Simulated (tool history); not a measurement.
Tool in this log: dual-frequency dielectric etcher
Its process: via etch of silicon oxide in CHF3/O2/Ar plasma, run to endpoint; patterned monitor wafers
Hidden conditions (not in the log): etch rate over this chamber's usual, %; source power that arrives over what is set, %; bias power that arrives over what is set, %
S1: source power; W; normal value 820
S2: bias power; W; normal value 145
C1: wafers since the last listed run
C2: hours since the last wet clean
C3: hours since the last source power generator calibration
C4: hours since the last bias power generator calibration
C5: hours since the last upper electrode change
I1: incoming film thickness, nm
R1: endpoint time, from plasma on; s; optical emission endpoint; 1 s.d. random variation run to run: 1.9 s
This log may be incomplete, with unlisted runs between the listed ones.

run 1 hour=0.0 | S1=820 S2=145 | C1=0 C2=69.8 C3=2463.1 C4=2569.4 C5=1650.5 | I1=667.5 | R1=318.7
run 2 hour=47.4 | S1=820 S2=145 | C1=251 C2=117.2 C3=2510.5 C4=2616.8 C5=1697.9 | I1=669.8 | R1=322.5
run 3 hour=99.6 | S1=820 S2=145 | C1=277 C2=169.4 C3=2562.7 C4=2669.0 C5=1750.1 | I1=668.3 | R1=318.8
run 4 hour=280.2 | S1=820 S2=130 | C1=959 C2=350.0 C3=2743.3 C4=2849.6 C5=1930.7 | I1=663.4 | R1=330.3
run 5 hour=314.4 | S1=820 S2=145 | C1=181 C2=384.2 C3=2777.5 C4=2883.8 C5=1964.9 | I1=669.5 | R1=320.2
run 6 hour=370.9 | S1=820 S2=145 | C1=300 C2=440.7 C3=2834.0 C4=2940.3 C5=2021.4 | I1=670.9 | R1=321.3
-- hour=425.1 wet clean of the chamber
run 7 hour=425.6 | S1=820 S2=145 | C1=163 C2=0.5 C3=2888.7 C4=2995.0 C5=2076.1 | I1=665.6 | R1=321.1
run 8 hour=460.8 | S1=920 S2=145 | C1=187 C2=35.7 C3=2923.9 C4=3030.2 C5=2111.3 | I1=664.5 | R1=302.1
run 9 hour=490.1 | S1=920 S2=145 | C1=155 C2=65.0 C3=2953.2 C4=3059.5 C5=2140.6 | I1=669.9 | R1=307.6
run 10 hour=532.7 | S1=820 S2=145 | C1=226 C2=107.6 C3=2995.8 C4=3102.1 C5=2183.2 | I1=670.5 | R1=323.5
run 11 hour=581.5 | S1=820 S2=145 | C1=259 C2=156.4 C3=3044.6 C4=3150.9 C5=2232.0 | I1=669.2 | R1=321.1
-- hour=612.0 bias power generator calibrated
run 12 hour=617.9 | S1=820 S2=145 | C1=172 C2=192.8 C3=3081.0 C4=5.9 C5=2268.4 | I1=665.1 | R1=318.6
run 13 hour=674.5 | S1=820 S2=145 | C1=300 C2=249.4 C3=3137.6 C4=62.5 C5=2325.0 | I1=672.2 | R1=319.9
run 14 hour=731.3 | S1=820 S2=145 | C1=301 C2=306.2 C3=3194.4 C4=119.3 C5=2381.8 | I1=659.0 | R1=319.0
run 15 hour=778.1 | S1=820 S2=145 | C1=248 C2=353.0 C3=3241.2 C4=166.1 C5=2428.6 | I1=669.0 | R1=321.6
-- hour=800.1 source power generator calibrated
run 16 hour=824.2 | S1=820 S2=145 | C1=223 C2=399.1 C3=24.1 C4=212.2 C5=2474.7 | I1=664.6 | R1=315.9
run 17 hour=858.8 | S1=920 S2=154 | C1=183 C2=433.7 C3=58.7 C4=246.8 C5=2509.3 | I1=669.1 | R1=299.0
run 18 hour=914.3 | S1=820 S2=145 | C1=294 C2=489.2 C3=114.2 C4=302.3 C5=2564.8 | I1=671.4 | R1=323.6
-- hour=938.8 wet clean of the chamber
run 19 hour=983.5 | S1=820 S2=156 | C1=240 C2=44.7 C3=183.4 C4=371.5 C5=2634.0 | I1=675.6 | R1=316.6
run 20 hour=1033.3 | S1=880 S2=160 | C1=264 C2=94.5 C3=233.2 C4=421.3 C5=2683.8 | I1=674.4 | R1=305.5
run 21 hour=1075.7 | S1=820 S2=145 | C1=225 C2=136.9 C3=275.6 C4=463.7 C5=2726.2 | I1=675.7 | R1=327.0
run 22 hour=1116.3 | S1=930 S2=155 | C1=215 C2=177.5 C3=316.2 C4=504.3 C5=2766.8 | I1=667.9 | R1=296.7
run 23 hour=1182.1 | S1=820 S2=145 | C1=349 C2=243.3 C3=382.0 C4=570.1 C5=2832.6 | I1=667.9 | R1=316.4
run 24 hour=1209.4 | S1=960 S2=135 | C1=145 C2=270.6 C3=409.3 C4=597.4 C5=2859.9 | I1=669.3 | R1=305.3
-- hour=1248.1 upper electrode replaced
run 25 hour=1256.3 | S1=820 S2=145 | C1=121 C2=317.5 C3=456.2 C4=644.3 C5=8.2 | I1=667.7 | R1=322.7
run 26 hour=1318.1 | S1=820 S2=176 | C1=328 C2=379.3 C3=518.0 C4=706.1 C5=70.0 | I1=663.2 | R1=302.4
run 27 hour=1343.8 | S1=890 S2=145 | C1=136 C2=405.0 C3=543.7 C4=731.8 C5=95.7 | I1=667.4 | R1=307.2
run 28 hour=1407.3 | S1=820 S2=145 | C1=337 C2=468.5 C3=607.2 C4=795.3 C5=159.2 | I1=670.9 | R1=320.4
run 29 hour=1435.1 | S1=820 S2=145 | C1=147 C2=496.3 C3=635.0 C4=823.1 C5=187.0 | I1=666.9 | R1=322.3
-- hour=1477.8 wet clean of the chamber
run 30 hour=1478.3 | S1=820 S2=145 | C1=102 C2=0.5 C3=678.2 C4=866.3 C5=230.2 | I1=662.8 | R1=318.7
run 31 hour=1508.7 | S1=750 S2=114 | C1=161 C2=30.9 C3=708.6 C4=896.7 C5=260.6 | I1=671.5 | R1=355.4
run 32 hour=1552.8 | S1=920 S2=129 | C1=234 C2=75.0 C3=752.7 C4=940.8 C5=304.7 | I1=676.7 | R1=318.9
run 33 hour=1611.3 | S1=720 S2=110 | C1=310 C2=133.5 C3=811.2 C4=999.3 C5=363.2 | I1=673.7 | R1=370.1
run 34 hour=1658.6 | S1=880 S2=145 | C1=251 C2=180.8 C3=858.5 C4=1046.6 C5=410.5 | I1=671.5 | R1=314.5
run 35 hour=1724.0 | S1=820 S2=145 | C1=347 C2=246.2 C3=923.9 C4=1112.0 C5=475.9 | I1=665.1 | R1=319.2
run 36 hour=1774.3 | S1=980 S2=145 | C1=267 C2=296.5 C3=974.2 C4=1162.3 C5=526.2 | I1=666.1 | R1=293.6

Take each entry between the runs: how does the hidden state at the last listed run before it differ from the hidden state at the first listed run after it?
Logged between run 6 and run 7: wet clean of the chamber (hour 425.1)
  no hidden state differs between the two runs
Logged between run 11 and run 12: bias power generator calibrated (hour 612.0)
  no hidden state differs between the two runs
Logged between run 15 and run 16: source power generator calibrated (hour 800.1)
  no hidden state differs between the two runs
Logged between run 18 and run 19: wet clean of the chamber (hour 938.8)
  no hidden state differs between the two runs
Logged between run 24 and run 25: upper electrode replaced (hour 1248.1)
  no hidden state differs between the two runs
Logged between run 29 and run 30: wet clean of the chamber (hour 1477.8)
  no hidden state differs between the two runs
